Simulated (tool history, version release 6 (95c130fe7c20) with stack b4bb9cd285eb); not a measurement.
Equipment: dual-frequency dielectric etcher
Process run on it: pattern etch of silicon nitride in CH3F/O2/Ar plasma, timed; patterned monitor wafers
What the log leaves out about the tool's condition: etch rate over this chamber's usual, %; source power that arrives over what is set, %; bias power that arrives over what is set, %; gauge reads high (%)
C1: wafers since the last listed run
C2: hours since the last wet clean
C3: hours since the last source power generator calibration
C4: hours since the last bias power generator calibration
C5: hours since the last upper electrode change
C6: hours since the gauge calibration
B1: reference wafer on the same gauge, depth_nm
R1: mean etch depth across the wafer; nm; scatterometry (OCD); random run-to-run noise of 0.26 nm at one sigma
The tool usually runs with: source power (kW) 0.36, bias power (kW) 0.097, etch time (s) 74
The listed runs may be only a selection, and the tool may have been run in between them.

{"run": 1, "hour": 0.0, "source power (kW)": 0.39, "bias power (kW)": 0.104, "etch time (s)": 74, "C1": 0, "C2": 471.1, "C3": 3018, "C4": 153.8, "C5": 2781.7, "C6": 243.4, "B1": 46.6, "R1": 60.6}
{"run": 2, "hour": 100.7, "source power (kW)": 0.39, "bias power (kW)": 0.104, "etch time (s)": 74, "C1": 1542, "C2": 571.8, "C3": 3118.7, "C4": 254.5, "C5": 2882.4, "C6": 344.1, "B1": 46.5, "R1": 61}
{"hour": 146.1, "done": "wet clean of the chamber"}
{"run": 3, "hour": 156.6, "source power (kW)": 0.39, "bias power (kW)": 0.104, "etch time (s)": 74, "C1": 488, "C2": 10.5, "C3": 3174.6, "C4": 310.4, "C5": 2938.3, "C6": 400, "B1": 46.5, "R1": 58.1}
{"run": 4, "hour": 195.0, "source power (kW)": 0.36, "bias power (kW)": 0.097, "etch time (s)": 74, "C1": 588, "C2": 48.9, "C3": 3213, "C4": 348.8, "C5": 2976.7, "C6": 438.4, "B1": 46.6, "R1": 55.1}
{"run": 5, "hour": 279.7, "source power (kW)": 0.36, "bias power (kW)": 0.097, "etch time (s)": 74, "C1": 1297, "C2": 133.6, "C3": 3297.7, "C4": 433.5, "C5": 3061.4, "C6": 523.1, "B1": 46.5, "R1": 55.7}
{"run": 6, "hour": 319.6, "source power (kW)": 0.36, "bias power (kW)": 0.097, "etch time (s)": 74, "C1": 611, "C2": 173.5, "C3": 3337.6, "C4": 473.4, "C5": 3101.3, "C6": 563, "B1": 46.7, "R1": 56.3}
{"run": 7, "hour": 389.8, "source power (kW)": 0.36, "bias power (kW)": 0.097, "etch time (s)": 74, "C1": 1075, "C2": 243.7, "C3": 3407.8, "C4": 543.6, "C5": 3171.5, "C6": 633.2, "B1": 46.6, "R1": 56.1}
{"run": 8, "hour": 455.7, "source power (kW)": 0.36, "bias power (kW)": 0.097, "etch time (s)": 74, "C1": 1009, "C2": 309.6, "C3": 3473.7, "C4": 609.5, "C5": 3237.4, "C6": 699.1, "B1": 46.6, "R1": 57}
{"run": 9, "hour": 509.9, "source power (kW)": 0.32, "bias power (kW)": 0.097, "etch time (s)": 60.5, "C1": 830, "C2": 363.8, "C3": 3527.9, "C4": 663.7, "C5": 3291.6, "C6": 753.3, "B1": 46.6, "R1": 43.8}
{"run": 10, "hour": 568.4, "source power (kW)": 0.32, "bias power (kW)": 0.097, "etch time (s)": 60.5, "C1": 896, "C2": 422.3, "C3": 3586.4, "C4": 722.2, "C5": 3350.1, "C6": 811.8, "B1": 46.6, "R1": 44}
{"run": 11, "hour": 608.4, "source power (kW)": 0.32, "bias power (kW)": 0.097, "etch time (s)": 60.5, "C1": 612, "C2": 462.3, "C3": 3626.4, "C4": 762.2, "C5": 3390.1, "C6": 851.8, "B1": 46.6, "R1": 44}
{"run": 12, "hour": 714.7, "source power (kW)": 0.31, "bias power (kW)": 0.097, "etch time (s)": 74, "C1": 1628, "C2": 568.6, "C3": 3732.7, "C4": 868.5, "C5": 3496.4, "C6": 958.1, "B1": 46.6, "R1": 53.7}
{"hour": 761.8, "done": "wet clean of the chamber"}
{"run": 13, "hour": 796.5, "source power (kW)": 0.36, "bias power (kW)": 0.097, "etch time (s)": 74, "C1": 885, "C2": 34.7, "C3": 3814.5, "C4": 950.3, "C5": 3578.2, "C6": 1039.9, "B1": 46.5, "R1": 55.3}
{"run": 14, "hour": 854.7, "source power (kW)": 0.36, "bias power (kW)": 0.097, "etch time (s)": 74, "C1": 891, "C2": 92.9, "C3": 3872.7, "C4": 1008.5, "C5": 3636.4, "C6": 1098.1, "B1": 46.6, "R1": 55.5}
{"run": 15, "hour": 903.7, "source power (kW)": 0.41, "bias power (kW)": 0.097, "etch time (s)": 52, "C1": 750, "C2": 141.9, "C3": 3921.7, "C4": 1057.5, "C5": 3685.4, "C6": 1147.1, "B1": 46.6, "R1": 41.8}
{"run": 16, "hour": 957.2, "source power (kW)": 0.36, "bias power (kW)": 0.097, "etch time (s)": 74, "C1": 819, "C2": 195.4, "C3": 3975.2, "C4": 1111, "C5": 3738.9, "C6": 1200.6, "B1": 46.6, "R1": 55.7}
{"run": 17, "hour": 1012.1, "source power (kW)": 0.36, "bias power (kW)": 0.097, "etch time (s)": 74, "C1": 841, "C2": 250.3, "C3": 4030.1, "C4": 1165.9, "C5": 3793.8, "C6": 1255.5, "B1": 46.6, "R1": 56.3}
{"run": 18, "hour": 1111.2, "source power (kW)": 0.3, "bias power (kW)": 0.106, "etch time (s)": 94.5, "C1": 1518, "C2": 349.4, "C3": 4129.2, "C4": 1265, "C5": 3892.9, "C6": 1354.6, "B1": 46.5, "R1": 67.2}
{"run": 19, "hour": 1177.8, "source power (kW)": 0.36, "bias power (kW)": 0.097, "etch time (s)": 53.5, "C1": 1020, "C2": 416, "C3": 4195.8, "C4": 1331.6, "C5": 3959.5, "C6": 1421.2, "B1": 46.6, "R1": 41.1}
{"run": 20, "hour": 1238.9, "source power (kW)": 0.41, "bias power (kW)": 0.119, "etch time (s)": 53, "C1": 936, "C2": 477.1, "C3": 4256.9, "C4": 1392.7, "C5": 4020.6, "C6": 1482.3, "B1": 46.6, "R1": 46.2}
{"hour": 1282.0, "done": "source power generator calibrated"}
{"run": 21, "hour": 1286.3, "source power (kW)": 0.29, "bias power (kW)": 0.097, "etch time (s)": 84.5, "C1": 664, "C2": 524.5, "C3": 4.3, "C4": 1440.1, "C5": 4068, "C6": 1529.7, "B1": 46.6, "R1": 58.8}
{"hour": 1332.4, "done": "wet clean of the chamber"}
{"run": 22, "hour": 1332.9, "source power (kW)": 0.36, "bias power (kW)": 0.097, "etch time (s)": 74, "C1": 346, "C2": 0.5, "C3": 50.9, "C4": 1486.7, "C5": 4114.6, "C6": 1576.3, "B1": 46.6, "R1": 54.7}
{"hour": 1343.3, "done": "gauge calibrated"}
{"hour": 1376.2, "done": "bias power generator calibrated"}
{"run": 23, "hour": 1427.2, "source power (kW)": 0.42, "bias power (kW)": 0.117, "etch time (s)": 74, "C1": 1383, "C2": 94.8, "C3": 145.2, "C4": 51, "C5": 4208.9, "C6": 83.9, "B1": 46.5, "R1": 62.5}
{"hour": 1462.5, "done": "upper electrode replaced"}
{"run": 24, "hour": 1496.4, "source power (kW)": 0.36, "bias power (kW)": 0.097, "etch time (s)": 74, "C1": 692, "C2": 164, "C3": 214.4, "C4": 120.2, "C5": 33.9, "C6": 153.1, "B1": 46.7, "R1": 55.3}
{"run": 25, "hour": 1597.1, "source power (kW)": 0.36, "bias power (kW)": 0.097, "etch time (s)": 74, "C1": 1542, "C2": 264.7, "C3": 315.1, "C4": 220.9, "C5": 134.6, "C6": 253.8, "B1": 46.6, "R1": 55.8}
{"run": 26, "hour": 1695.9, "source power (kW)": 0.36, "bias power (kW)": 0.097, "etch time (s)": 74, "C1": 1513, "C2": 363.5, "C3": 413.9, "C4": 319.7, "C5": 233.4, "C6": 352.6, "B1": 46.7, "R1": 56.8}
{"run": 27, "hour": 1763.7, "source power (kW)": 0.33, "bias power (kW)": 0.108, "etch time (s)": 52, "C1": 1038, "C2": 431.3, "C3": 481.7, "C4": 387.5, "C5": 301.2, "C6": 420.4, "B1": 46.6, "R1": 39.2}
{"run": 28, "hour": 1814.8, "source power (kW)": 0.36, "bias power (kW)": 0.081, "etch time (s)": 74, "C1": 782, "C2": 482.4, "C3": 532.8, "C4": 438.6, "C5": 352.3, "C6": 471.5, "B1": 46.6, "R1": 55}
{"hour": 1863.9, "done": "wet clean of the chamber"}
{"run": 29, "hour": 1864.4, "source power (kW)": 0.45, "bias power (kW)": 0.097, "etch time (s)": 74, "C1": 392, "C2": 0.5, "C3": 582.4, "C4": 488.2, "C5": 401.9, "C6": 521.1, "B1": 46.6, "R1": 61.1}

Alternative continuations, all from the tool just after run 29; predict every row:
{"run": "A", "hour": 1864.8, "source power (kW)": 0.36, "bias power (kW)": 0.097, "etch time (s)": 74, "C1": 6, "C2": 0.9, "C3": 582.8, "C4": 488.6, "C5": 402.3, "C6": 521.5, "B1": "?", "R1": "?"}
{"run": "B", "hour": 1864.8, "source power (kW)": 0.32, "bias power (kW)": 0.097, "etch time (s)": 81, "C1": 6, "C2": 0.9, "C3": 582.8, "C4": 488.6, "C5": 402.3, "C6": 521.5, "B1": "?", "R1": "?"}
{"run": "C", "hour": 1864.8, "source power (kW)": 0.31, "bias power (kW)": 0.111, "etch time (s)": 90, "C1": 6, "C2": 0.9, "C3": 582.8, "C4": 488.6, "C5": 402.3, "C6": 521.5, "B1": "?", "R1": "?"}

run=A B1=46.5 R1=54.7
run=B B1=46.5 R1=56.3
run=C B1=46.5 R1=63.9
Had the tool no hidden state, the same runs would have come out as:
run=A R1=54.8
run=B R1=56.4
run=C R1=63.9
